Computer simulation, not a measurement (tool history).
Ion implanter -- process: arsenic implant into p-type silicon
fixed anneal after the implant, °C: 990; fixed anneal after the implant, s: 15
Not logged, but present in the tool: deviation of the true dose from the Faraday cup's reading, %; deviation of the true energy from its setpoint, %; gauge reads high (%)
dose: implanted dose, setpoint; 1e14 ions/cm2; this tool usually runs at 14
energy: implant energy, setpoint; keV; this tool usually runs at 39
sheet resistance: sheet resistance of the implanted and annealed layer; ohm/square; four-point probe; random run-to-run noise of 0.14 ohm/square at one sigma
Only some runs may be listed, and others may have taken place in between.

| run | hour | dose | energy | wafers since the last listed run | hours since the last dose calibration | hours since the extraction supply was calibrated | hours since the gauge calibration | read-back reference wafer on the same gauge, sheet resistance | sheet resistance |
|---|---|---|---|---|---|---|---|---|---|
| 1 | 0 | 14 | 44 | 0 | 349.8 | 5860.3 | 239 | 93.07 | 86.32 |
| 2 | 19.3 | 14 | 44 | 407 | 369.1 | 5879.6 | 258.3 | 93.03 | 86.53 |
|  | 108.2 | gauge calibrated |
| 3 | 115.6 | 14 | 44 | 2032 | 465.4 | 5975.9 | 7.4 | 93.13 | 86.13 |
| 4 | 150.8 | 14 | 39 | 742 | 500.6 | 6011.1 | 42.6 | 93.08 | 89.67 |
| 5 | 183.9 | 14 | 39 | 698 | 533.7 | 6044.2 | 75.7 | 93.09 | 89.63 |
| 6 | 197.9 | 14 | 39 | 295 | 547.7 | 6058.2 | 89.7 | 93.12 | 89.71 |
| 7 | 230.9 | 14 | 42.5 | 696 | 580.7 | 6091.2 | 122.7 | 93.07 | 87.05 |
| 8 | 243.5 | 14 | 42.5 | 265 | 593.3 | 6103.8 | 135.3 | 93.04 | 87.04 |
| 9 | 257.2 | 14 | 42.5 | 289 | 607 | 6117.5 | 149 | 93.14 | 87.02 |
| 10 | 280.7 | 14 | 39 | 495 | 630.5 | 6141 | 172.5 | 93.09 | 89.32 |
| 11 | 297.7 | 14 | 39 | 358 | 647.5 | 6158 | 189.5 | 93.13 | 89.75 |
| 12 | 316.2 | 14 | 39 | 390 | 666 | 6176.5 | 208 | 93.15 | 89.41 |
| 13 | 341.9 | 14 | 39 | 542 | 691.7 | 6202.2 | 233.7 | 93.09 | 89.52 |
| 14 | 365 | 14 | 39 | 487 | 714.8 | 6225.3 | 256.8 | 93.18 | 89.44 |
| 15 | 386 | 18.07 | 39 | 443 | 735.8 | 6246.3 | 277.8 | 93.18 | 82.46 |
|  | 397.5 | extraction supply calibrated |
| 16 | 409.3 | 18.07 | 39 | 322 | 759.1 | 11.8 | 301.1 | 93.1 | 82.69 |
| 17 | 436.4 | 12.77 | 30.5 | 571 | 786.2 | 38.9 | 328.2 | 93.08 | 101.41 |
| 18 | 461 | 11.92 | 49.5 | 519 | 810.8 | 63.5 | 352.8 | 93.09 | 90.3 |
| 19 | 491 | 16.18 | 33.5 | 633 | 840.8 | 93.5 | 382.8 | 93.15 | 90.6 |
| 20 | 514.7 | 17.22 | 31 | 500 | 864.5 | 117.2 | 406.5 | 93.12 | 92.24 |
|  | 527.2 | gauge calibrated |
| 21 | 531.8 | 10.92 | 49.5 | 360 | 881.6 | 134.3 | 4.6 | 93.11 | 95.04 |
|  | 547 | Faraday cup replaced and dose calibrated |
| 22 | 567.1 | 12.19 | 28.5 | 576 | 20.1 | 169.6 | 39.9 | 93.09 | 107.65 |
| 23 | 592.2 | 14 | 39 | 529 | 45.2 | 194.7 | 65 | 93.15 | 90.71 |
| 24 | 607.8 | 17.65 | 47 | 329 | 60.8 | 210.3 | 80.6 | 93.07 | 78.01 |
| 25 | 624 | 16.34 | 47 | 341 | 77 | 226.5 | 96.8 | 93.13 | 80.31 |
| 26 | 659.2 | 17.42 | 39 | 742 | 112.2 | 261.7 | 132 | 93.14 | 83.97 |
| 27 | 692.2 | 16.65 | 32.5 | 696 | 145.2 | 294.7 | 165 | 93.03 | 91.88 |
| 28 | 720.9 | 17.57 | 29.5 | 605 | 173.9 | 323.4 | 193.7 | 93.08 | 94.39 |

Give the tool's hidden conditions for every run:
deviation of the true energy from its setpoint, %: 0 across all the runs
gauge reads high (%): 0 across all the runs
H1: deviation of the true dose from the Faraday cup's reading, %
| run | H1 |
|---|---|
| 1 | 2.93 |
| 2 | 3 |
| 3 | 3.32 |
| 4 | 3.41 |
| 5 | 3.49 |
| 6 | 3.52 |
| 7 | 3.58 |
| 8 | 3.6 |
| 9 | 3.63 |
| 10 | 3.66 |
| 11 | 3.69 |
| 12 | 3.71 |
| 13 | 3.75 |
| 14 | 3.77 |
| 15 | 3.8 |
| 16 | 3.82 |
| 17 | 3.85 |
| 18 | 3.87 |
| 19 | 3.89 |
| 20 | 3.91 |
| 21 | 3.92 |
| 22 | -0.135 |
| 23 | 0.191 |
| 24 | 0.379 |
| 25 | 0.563 |
| 26 | 0.929 |
| 27 | 1.23 |
| 28 | 1.47 |
